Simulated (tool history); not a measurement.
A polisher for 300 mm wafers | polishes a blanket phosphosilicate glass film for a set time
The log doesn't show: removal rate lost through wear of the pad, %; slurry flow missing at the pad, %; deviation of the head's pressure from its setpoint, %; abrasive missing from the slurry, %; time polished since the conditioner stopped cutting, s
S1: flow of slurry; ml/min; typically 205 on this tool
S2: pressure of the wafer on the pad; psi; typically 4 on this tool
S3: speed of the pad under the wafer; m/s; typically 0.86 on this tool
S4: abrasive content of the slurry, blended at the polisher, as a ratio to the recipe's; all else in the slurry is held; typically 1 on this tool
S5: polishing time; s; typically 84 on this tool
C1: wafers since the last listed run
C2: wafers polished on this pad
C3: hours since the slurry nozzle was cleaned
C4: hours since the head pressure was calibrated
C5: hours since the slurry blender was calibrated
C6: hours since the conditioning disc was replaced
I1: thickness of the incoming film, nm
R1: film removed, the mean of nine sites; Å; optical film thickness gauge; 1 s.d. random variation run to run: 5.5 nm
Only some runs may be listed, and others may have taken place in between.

run 1 day=0 | S1=205 S2=3.6 S3=0.86 S4=1 S5=84 | C1=0 C2=1685 C3=760.1 C4=59.3 C5=453 C6=197.6 | I1=4134.1 | R1=8148
-- day=0.712 slurry nozzle cleaned
run 2 day=2.55 | S1=205 S2=3.6 S3=0.86 S4=1 S5=84 | C1=462 C2=2147 C3=44.1 C4=120.5 C5=514.2 C6=258.8 | I1=4029.4 | R1=7968
-- day=3.367 slurry blender recalibrated
run 3 day=5.217 | S1=155 S2=4 S3=0.86 S4=1.25 S5=84 | C1=475 C2=2623 C3=108.1 C4=184.5 C5=44.4 C6=322.8 | I1=4025.4 | R1=9087
run 4 day=7.317 | S1=155 S2=4 S3=0.86 S4=1.25 S5=84 | C1=386 C2=3010 C3=158.5 C4=234.9 C5=94.8 C6=373.2 | I1=3998.1 | R1=9050
run 5 day=8.954 | S1=235 S2=4 S3=1.06 S4=1 S5=84 | C1=301 C2=3311 C3=197.8 C4=274.2 C5=134.1 C6=412.5 | I1=4043.6 | R1=9775
run 6 day=11.083 | S1=205 S2=4 S3=0.86 S4=1 S5=84 | C1=392 C2=3703 C3=248.9 C4=325.3 C5=185.2 C6=463.6 | I1=4014.9 | R1=8485
-- day=11.783 worn pad replaced by a new one
run 7 day=13.671 | S1=165 S2=4 S3=0.98 S4=1 S5=84 | C1=445 C2=347 C3=311 C4=387.4 C5=247.3 C6=525.7 | I1=4009.4 | R1=8857
-- day=14.471 conditioning disc replaced and pad reconditioned
run 8 day=16.383 | S1=205 S2=4 S3=0.98 S4=1 S5=84 | C1=484 C2=832 C3=376.1 C4=452.5 C5=312.4 C6=45.9 | I1=4008.2 | R1=9638
run 9 day=19.2 | S1=205 S2=4 S3=0.86 S4=1 S5=84 | C1=518 C2=1350 C3=443.7 C4=520.1 C5=380 C6=113.5 | I1=4035.2 | R1=8845
run 10 day=21.788 | S1=205 S2=4 S3=0.86 S4=1 S5=84 | C1=476 C2=1827 C3=505.8 C4=582.2 C5=442.1 C6=175.6 | I1=4146.6 | R1=8669
run 11 day=24.371 | S1=205 S2=3.5 S3=1.08 S4=1.3 S5=102 | C1=475 C2=2303 C3=567.8 C4=644.2 C5=504.1 C6=237.6 | I1=4107.2 | R1=12346
-- day=26.708 slurry blender recalibrated
run 12 day=26.738 | S1=205 S2=4 S3=0.86 S4=1 S5=84 | C1=420 C2=2724 C3=624.6 C4=701 C5=0.7 C6=294.4 | I1=4100.2 | R1=8525
run 13 day=28.783 | S1=205 S2=4 S3=0.94 S4=1 S5=84 | C1=376 C2=3100 C3=673.7 C4=750.1 C5=49.8 C6=343.5 | I1=4067 | R1=9024
run 14 day=30.192 | S1=205 S2=4.4 S3=0.86 S4=1.1 S5=84 | C1=259 C2=3360 C3=707.5 C4=783.9 C5=83.6 C6=377.3 | I1=4094.8 | R1=9612
-- day=30.771 worn pad replaced by a new one
run 15 day=31.458 | S1=225 S2=4 S3=1 S4=1 S5=84 | C1=202 C2=126 C3=737.9 C4=814.3 C5=114 C6=407.7 | I1=4025.7 | R1=9342
-- day=32.892 slurry nozzle cleaned
-- day=34.167 conditioning disc replaced and pad reconditioned
run 16 day=39.417 | S1=165 S2=4 S3=0.86 S4=1 S5=92 | C1=1442 C2=1569 C3=156.6 C4=1005.3 C5=305 C6=126 | I1=4120.1 | R1=9225
run 17 day=41.908 | S1=260 S2=4 S3=0.86 S4=1 S5=84 | C1=458 C2=2028 C3=216.4 C4=1065.1 C5=364.8 C6=185.8 | I1=4068.7 | R1=8897
run 18 day=43.204 | S1=205 S2=4 S3=0.86 S4=0.8 S5=84 | C1=238 C2=2267 C3=247.5 C4=1096.2 C5=395.9 C6=216.9 | I1=3996.1 | R1=7512
-- day=47.717 slurry blender recalibrated
-- day=49.604 worn pad replaced by a new one
run 19 day=49.683 | S1=205 S2=4 S3=0.86 S4=1.2 S5=94 | C1=1147 C2=14 C3=403 C4=1251.7 C5=47.2 C6=372.4 | I1=4069.7 | R1=10512
-- day=49.796 head pressure recalibrated
run 20 day=51.196 | S1=205 S2=5.4 S3=0.86 S4=1 S5=84 | C1=263 C2=277 C3=439.3 C4=33.6 C5=83.5 C6=408.7 | I1=4114.1 | R1=10334
run 21 day=52.946 | S1=205 S2=4 S3=0.86 S4=1 S5=84 | C1=322 C2=600 C3=481.3 C4=75.6 C5=125.5 C6=450.7 | I1=4062.4 | R1=8541
run 22 day=55.317 | S1=205 S2=2.6 S3=0.72 S4=0.85 S5=84 | C1=436 C2=1036 C3=538.2 C4=132.5 C5=182.4 C6=507.6 | I1=4093.3 | R1=5332
-- day=56.633 conditioning disc replaced and pad reconditioned
run 23 day=57.896 | S1=205 S2=3.1 S3=0.86 S4=0.75 S5=84 | C1=459 C2=1496 C3=600.1 C4=194.4 C5=244.3 C6=30.3 | I1=4135.4 | R1=6294
run 24 day=59.388 | S1=145 S2=4 S3=0.64 S4=1 S5=84 | C1=274 C2=1771 C3=635.9 C4=230.2 C5=280.1 C6=66.1 | I1=4123.7 | R1=7001
run 25 day=60.579 | S1=205 S2=4.7 S3=1.04 S4=1 S5=84 | C1=219 C2=1990 C3=664.5 C4=258.8 C5=308.7 C6=94.7 | I1=4069.5 | R1=10988
-- day=60.879 slurry nozzle cleaned
run 26 day=63.292 | S1=230 S2=4 S3=0.86 S4=1 S5=84 | C1=491 C2=2482 C3=57.9 C4=323.9 C5=373.8 C6=159.8 | I1=4138.8 | R1=8699

Below are 3 alternative next runs, each starting from the tool's condition after run 26. Predict each:
run A day=63.308 | S1=205 S2=4 S3=0.86 S4=1 S5=84 | C1=3 C2=2485 C3=58.3 C4=324.3 C5=374.2 C6=160.2 | I1=4072.3 | R1=?
run B day=63.308 | S1=205 S2=3.5 S3=0.86 S4=1 S5=84 | C1=3 C2=2485 C3=58.3 C4=324.3 C5=374.2 C6=160.2 | I1=4072.3 | R1=?
run C day=63.308 | S1=205 S2=3.5 S3=0.68 S4=1 S5=73 | C1=3 C2=2485 C3=58.3 C4=324.3 C5=374.2 C6=160.2 | I1=4072.3 | R1=?

run=A R1=8678
run=B R1=7942
run=C R1=6064
The same runs, with their run-to-run variation unchanged, on a tool lacking any hidden condition would have given:
run=A R1=9193
run=B R1=8375
run=C R1=6348

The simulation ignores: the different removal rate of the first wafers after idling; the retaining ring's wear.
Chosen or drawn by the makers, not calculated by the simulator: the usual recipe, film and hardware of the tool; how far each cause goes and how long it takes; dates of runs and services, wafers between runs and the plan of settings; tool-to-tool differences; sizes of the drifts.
